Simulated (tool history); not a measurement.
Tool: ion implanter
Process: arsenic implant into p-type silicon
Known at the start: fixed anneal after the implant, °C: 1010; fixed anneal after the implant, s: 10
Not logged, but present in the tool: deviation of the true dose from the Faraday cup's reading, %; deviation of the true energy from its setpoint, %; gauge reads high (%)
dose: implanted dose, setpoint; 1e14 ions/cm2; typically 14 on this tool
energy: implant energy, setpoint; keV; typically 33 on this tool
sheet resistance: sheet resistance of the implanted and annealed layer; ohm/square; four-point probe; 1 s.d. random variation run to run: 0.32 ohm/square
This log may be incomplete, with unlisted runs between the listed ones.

run,hour,dose,energy,wafers since the last listed run,hours since the last dose calibration,hours since the extraction supply was calibrated,hours since the gauge calibration,"read-back reference wafer on the same gauge, sheet resistance",sheet resistance
1,0,14,33,0,635.7,5824.2,327.2,97.19,92.52
2,158.9,14,33,4213,794.6,5983.1,486.1,97.18,93.08
3,219,14,33,1593,854.7,6043.2,546.2,97.16,92.56
4,247,14,33,742,882.7,6071.2,574.2,97.27,92.74
5,282.1,12.91,38.5,930,917.8,6106.3,609.3,97.18,90.82
6,352.5,12.91,38.5,1866,988.2,6176.7,679.7,97.2,90.87
7,419.5,14,33,1776,1055.2,6243.7,746.7,97.18,92.35
8,449.9,14,33,806,1085.6,6274.1,777.1,97.19,92.22
9,475,14,33,665,1110.7,6299.2,802.2,97.23,92.26
10,540,14,33,1723,1175.7,6364.2,867.2,97.23,91.88
11,602.5,14,41,1657,1238.2,6426.7,929.7,97.26,85.26
# hour 647.2: Faraday cup replaced and dose calibrated
12,650.4,14,41,1057,3.2,6474.6,977.6,97.21,87.45
13,706.5,14,33,1487,59.3,6530.7,1033.7,97.19,93.83
14,746.2,10.54,29,1052,99,6570.4,1073.4,97.23,111.51
15,788.7,12.94,39.5,1126,141.5,6612.9,1115.9,97.16,91.54
# hour 820: gauge calibrated
16,827.9,12.91,38.5,1039,180.7,6652.1,7.9,97.29,91.89
# hour 881.5: extraction supply calibrated
17,882.6,14,33,1238,235.4,1.1,62.6,97.2,93.64
18,928.5,9.82,27.5,1217,281.3,47,108.5,97.18,116.94
19,988.2,14,22,1582,341,106.7,168.2,97.18,108.89
20,1013,16.51,28,657,365.8,131.5,193,97.23,94.07
21,1081.6,14,39.5,1818,434.4,200.1,261.6,97.24,88.01
22,1117.1,14,38.5,941,469.9,235.6,297.1,97.24,87.67
23,1166,15.87,24,1296,518.8,284.5,346,97.18,101.49
24,1224.4,11.09,43.5,1548,577.2,342.9,404.4,97.23,95.55
25,1253.8,14,33,779,606.6,372.3,433.8,97.19,92.84
26,1299,14,33,1198,651.8,417.5,479,97.23,92.99
27,1350.2,9.82,41,1357,703,468.7,530.2,97.24,103.87

Below are 3 alternative next runs, each starting from the tool's condition after run 27. Predict each:
A,1350.6,14,41.5,10,703.4,469.1,530.6,?,?
B,1350.6,17.06,41,10,703.4,469.1,530.6,?,?
C,1350.6,16.29,33,10,703.4,469.1,530.6,?,?

run,"read-back reference wafer on the same gauge, sheet resistance",sheet resistance
A,97.19,86.13
B,97.19,80.13
C,97.19,88.42
Without the tool's unlogged condition, the same runs would have read:
run,sheet resistance
A,87.11
B,80.82
C,89.1

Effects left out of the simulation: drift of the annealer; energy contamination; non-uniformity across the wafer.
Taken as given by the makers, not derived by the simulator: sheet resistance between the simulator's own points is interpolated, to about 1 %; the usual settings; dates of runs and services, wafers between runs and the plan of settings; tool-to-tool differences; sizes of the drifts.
